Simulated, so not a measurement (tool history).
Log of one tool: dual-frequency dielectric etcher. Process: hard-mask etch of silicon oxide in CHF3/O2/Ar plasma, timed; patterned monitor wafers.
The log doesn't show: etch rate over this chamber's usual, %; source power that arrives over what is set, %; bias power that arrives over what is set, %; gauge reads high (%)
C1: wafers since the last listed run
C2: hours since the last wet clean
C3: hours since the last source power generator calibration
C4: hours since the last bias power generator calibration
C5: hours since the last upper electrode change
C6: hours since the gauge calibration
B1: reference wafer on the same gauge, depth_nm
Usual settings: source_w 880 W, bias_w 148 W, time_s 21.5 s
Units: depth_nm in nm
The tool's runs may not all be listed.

{"run": 1, "day": 0.0, "source_w": 880, "bias_w": 148, "time_s": 21.5, "C1": 0, "C2": 189.1, "C3": 4136.0, "C4": 2012.4, "C5": 3283.8, "C6": 554.0, "B1": 54.64, "depth_nm": 47.51}
{"run": 2, "day": 0.967, "source_w": 880, "bias_w": 148, "time_s": 21.5, "C1": 435, "C2": 212.3, "C3": 4159.2, "C4": 2035.6, "C5": 3307.0, "C6": 577.2, "B1": 54.71, "depth_nm": 47.35}
{"run": 3, "day": 2.45, "source_w": 880, "bias_w": 148, "time_s": 21.5, "C1": 668, "C2": 247.9, "C3": 4194.8, "C4": 2071.2, "C5": 3342.6, "C6": 612.8, "B1": 54.59, "depth_nm": 47.59}
{"run": 4, "day": 3.129, "source_w": 880, "bias_w": 148, "time_s": 21.5, "C1": 306, "C2": 264.2, "C3": 4211.1, "C4": 2087.5, "C5": 3358.9, "C6": 629.1, "B1": 54.67, "depth_nm": 47.64}
{"run": 5, "day": 4.608, "source_w": 880, "bias_w": 148, "time_s": 21.5, "C1": 666, "C2": 299.7, "C3": 4246.6, "C4": 2123.0, "C5": 3394.4, "C6": 664.6, "B1": 54.71, "depth_nm": 48.08}
{"run": 6, "day": 5.429, "source_w": 880, "bias_w": 148, "time_s": 21.5, "C1": 369, "C2": 319.4, "C3": 4266.3, "C4": 2142.7, "C5": 3414.1, "C6": 684.3, "B1": 54.78, "depth_nm": 47.85}
{"run": 7, "day": 6.729, "source_w": 880, "bias_w": 148, "time_s": 21.5, "C1": 585, "C2": 350.6, "C3": 4297.5, "C4": 2173.9, "C5": 3445.3, "C6": 715.5, "B1": 54.69, "depth_nm": 47.46}
{"run": 8, "day": 9.333, "source_w": 990, "bias_w": 148, "time_s": 21.5, "C1": 1173, "C2": 413.1, "C3": 4360.0, "C4": 2236.4, "C5": 3507.8, "C6": 778.0, "B1": 54.7, "depth_nm": 50.33}
{"run": 9, "day": 10.608, "source_w": 990, "bias_w": 148, "time_s": 21.5, "C1": 574, "C2": 443.7, "C3": 4390.6, "C4": 2267.0, "C5": 3538.4, "C6": 808.6, "B1": 54.63, "depth_nm": 50.6}
{"day": 10.792, "done": "gauge calibrated"}
{"day": 11.975, "done": "bias power generator calibrated"}
{"run": 10, "day": 12.05, "source_w": 990, "bias_w": 148, "time_s": 21.5, "C1": 574, "C2": 478.3, "C3": 4425.2, "C4": 1.8, "C5": 3573.0, "C6": 30.2, "B1": 54.68, "depth_nm": 51.13}
{"run": 11, "day": 13.2, "source_w": 880, "bias_w": 132, "time_s": 21.5, "C1": 518, "C2": 505.9, "C3": 4452.8, "C4": 29.4, "C5": 3600.6, "C6": 57.8, "B1": 54.72, "depth_nm": 47.15}
{"day": 14.462, "done": "wet clean of the chamber"}
{"run": 12, "day": 14.483, "source_w": 880, "bias_w": 132, "time_s": 21.5, "C1": 127, "C2": 0.5, "C3": 4483.6, "C4": 60.2, "C5": 3631.4, "C6": 88.6, "B1": 54.73, "depth_nm": 45.34}
{"run": 13, "day": 15.458, "source_w": 880, "bias_w": 148, "time_s": 21.5, "C1": 439, "C2": 23.9, "C3": 4507.0, "C4": 83.6, "C5": 3654.8, "C6": 112.0, "B1": 54.68, "depth_nm": 46.94}
{"run": 14, "day": 16.617, "source_w": 880, "bias_w": 168, "time_s": 18.0, "C1": 521, "C2": 51.7, "C3": 4534.8, "C4": 111.4, "C5": 3682.6, "C6": 139.8, "B1": 54.7, "depth_nm": 40.51}
{"day": 17.004, "done": "source power generator calibrated"}
{"run": 15, "day": 17.15, "source_w": 880, "bias_w": 183, "time_s": 21.5, "C1": 165, "C2": 64.5, "C3": 3.5, "C4": 124.2, "C5": 3695.4, "C6": 152.6, "B1": 54.71, "depth_nm": 49.25}
{"run": 16, "day": 18.033, "source_w": 880, "bias_w": 180, "time_s": 21.5, "C1": 398, "C2": 85.7, "C3": 24.7, "C4": 145.4, "C5": 3716.6, "C6": 173.8, "B1": 54.71, "depth_nm": 49.05}
{"day": 19.583, "done": "upper electrode replaced"}
{"run": 17, "day": 19.604, "source_w": 1000, "bias_w": 138, "time_s": 26.5, "C1": 257, "C2": 123.4, "C3": 62.4, "C4": 183.1, "C5": 0.5, "C6": 211.5, "B1": 54.67, "depth_nm": 60.2}
{"run": 18, "day": 20.608, "source_w": 970, "bias_w": 127, "time_s": 25.5, "C1": 452, "C2": 147.5, "C3": 86.5, "C4": 207.2, "C5": 24.6, "C6": 235.6, "B1": 54.71, "depth_nm": 56.03}
{"run": 19, "day": 21.654, "source_w": 1000, "bias_w": 177, "time_s": 15.0, "C1": 471, "C2": 172.6, "C3": 111.6, "C4": 232.3, "C5": 49.7, "C6": 260.7, "B1": 54.8, "depth_nm": 36.01}
{"run": 20, "day": 22.354, "source_w": 880, "bias_w": 128, "time_s": 24.0, "C1": 315, "C2": 189.4, "C3": 128.4, "C4": 249.1, "C5": 66.5, "C6": 277.5, "B1": 54.76, "depth_nm": 51.45}
{"run": 21, "day": 23.458, "source_w": 790, "bias_w": 131, "time_s": 21.5, "C1": 497, "C2": 215.9, "C3": 154.9, "C4": 275.6, "C5": 93.0, "C6": 304.0, "B1": 54.71, "depth_nm": 44.97}
{"run": 22, "day": 24.092, "source_w": 880, "bias_w": 148, "time_s": 21.5, "C1": 285, "C2": 231.1, "C3": 170.1, "C4": 290.8, "C5": 108.2, "C6": 319.2, "B1": 54.72, "depth_nm": 47.82}
{"run": 23, "day": 25.208, "source_w": 780, "bias_w": 148, "time_s": 21.5, "C1": 503, "C2": 257.9, "C3": 196.9, "C4": 317.6, "C5": 135.0, "C6": 346.0, "B1": 54.74, "depth_nm": 45.78}
{"run": 24, "day": 26.517, "source_w": 880, "bias_w": 148, "time_s": 17.5, "C1": 589, "C2": 289.3, "C3": 228.3, "C4": 349.0, "C5": 166.4, "C6": 377.4, "B1": 54.76, "depth_nm": 39.08}
{"run": 25, "day": 27.6, "source_w": 880, "bias_w": 148, "time_s": 21.5, "C1": 488, "C2": 315.3, "C3": 254.3, "C4": 375.0, "C5": 192.4, "C6": 403.4, "B1": 54.69, "depth_nm": 48.0}
{"run": 26, "day": 28.408, "source_w": 680, "bias_w": 139, "time_s": 21.5, "C1": 364, "C2": 334.7, "C3": 273.7, "C4": 394.4, "C5": 211.8, "C6": 422.8, "B1": 54.77, "depth_nm": 43.35}
{"run": 27, "day": 29.271, "source_w": 1040, "bias_w": 148, "time_s": 16.0, "C1": 388, "C2": 355.4, "C3": 294.4, "C4": 415.1, "C5": 232.5, "C6": 443.5, "B1": 54.7, "depth_nm": 37.74}

The tool's hidden state at each run:
source power that arrives over what is set, %: 0 in every run
bias power that arrives over what is set, %: 0 in every run
gauge reads high (%): 0 in every run
H1: etch rate over this chamber's usual, %
run=1 H1=1.79
run=2 H1=2
run=3 H1=2.33
run=4 H1=2.49
run=5 H1=2.82
run=6 H1=3
run=7 H1=3.29
run=8 H1=3.87
run=9 H1=4.16
run=10 H1=4.48
run=11 H1=4.74
run=12 H1=0.401
run=13 H1=0.619
run=14 H1=0.877
run=15 H1=0.997
run=16 H1=1.19
run=17 H1=1.54
run=18 H1=1.77
run=19 H1=2
run=20 H1=2.16
run=21 H1=2.41
run=22 H1=2.55
run=23 H1=2.8
run=24 H1=3.09
run=25 H1=3.33
run=26 H1=3.51
run=27 H1=3.7

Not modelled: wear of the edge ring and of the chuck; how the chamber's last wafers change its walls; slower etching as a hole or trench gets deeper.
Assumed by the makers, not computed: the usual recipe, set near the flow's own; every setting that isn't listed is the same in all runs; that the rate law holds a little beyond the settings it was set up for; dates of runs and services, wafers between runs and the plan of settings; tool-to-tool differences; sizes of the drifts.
